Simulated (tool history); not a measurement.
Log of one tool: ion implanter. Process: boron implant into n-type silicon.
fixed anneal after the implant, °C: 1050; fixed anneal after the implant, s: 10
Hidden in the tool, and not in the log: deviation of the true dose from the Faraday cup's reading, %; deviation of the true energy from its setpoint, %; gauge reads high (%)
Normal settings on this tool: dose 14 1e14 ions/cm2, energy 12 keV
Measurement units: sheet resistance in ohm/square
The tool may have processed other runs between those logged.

| run | day | dose | energy | wafers since the last listed run | hours since the last dose calibration | hours since the extraction supply was calibrated | hours since the gauge calibration | read-back reference wafer on the same gauge, sheet resistance | sheet resistance |
|---|---|---|---|---|---|---|---|---|---|
| 1 | 0 | 14 | 12 | 0 | 1872.6 | 5875.9 | 23.1 | 110.8 | 97.58 |
| 2 | 1.258 | 14 | 12 | 626 | 1902.8 | 5906.1 | 53.3 | 110.78 | 97.48 |
| 3 | 4.638 | 11.24 | 11 | 1682 | 1983.9 | 5987.2 | 134.4 | 110.75 | 115.02 |
| 4 | 5.612 | 14 | 14 | 485 | 2007.3 | 6010.6 | 157.8 | 110.78 | 93.94 |
| 5 | 6.783 | 14 | 14 | 582 | 2035.4 | 6038.7 | 185.9 | 110.85 | 94.15 |
| 6 | 7.371 | 14 | 12 | 292 | 2049.5 | 6052.8 | 200 | 110.83 | 97.73 |
| 7 | 8.629 | 14 | 12 | 626 | 2079.7 | 6083 | 230.2 | 110.79 | 97.79 |
| 8 | 9.954 | 14 | 12 | 659 | 2111.5 | 6114.8 | 262 | 110.73 | 97.86 |
|  | 10.392 | gauge calibrated |
| 9 | 11.317 | 10 | 14.5 | 678 | 2144.2 | 6147.5 | 22.2 | 110.85 | 120.77 |
|  | 12.221 | Faraday cup replaced and dose calibrated |
| 10 | 12.45 | 17.58 | 15 | 398 | 5.5 | 6174.7 | 49.4 | 110.82 | 82.43 |

What does the tool deliver on the next run?
|  | 13.396 | extraction supply calibrated |
| 11 | 13.683 | 14 | 12 | 448 | 35.1 | 6.9 | 79 | ? | ? |

Run 11 produced read-back reference wafer on the same gauge, sheet resistance 110.77, sheet resistance 100.63 ohm/square.
If the tool had no hidden condition, the same run with the same run-to-run variation would have returned sheet resistance 99.84 ohm/square.
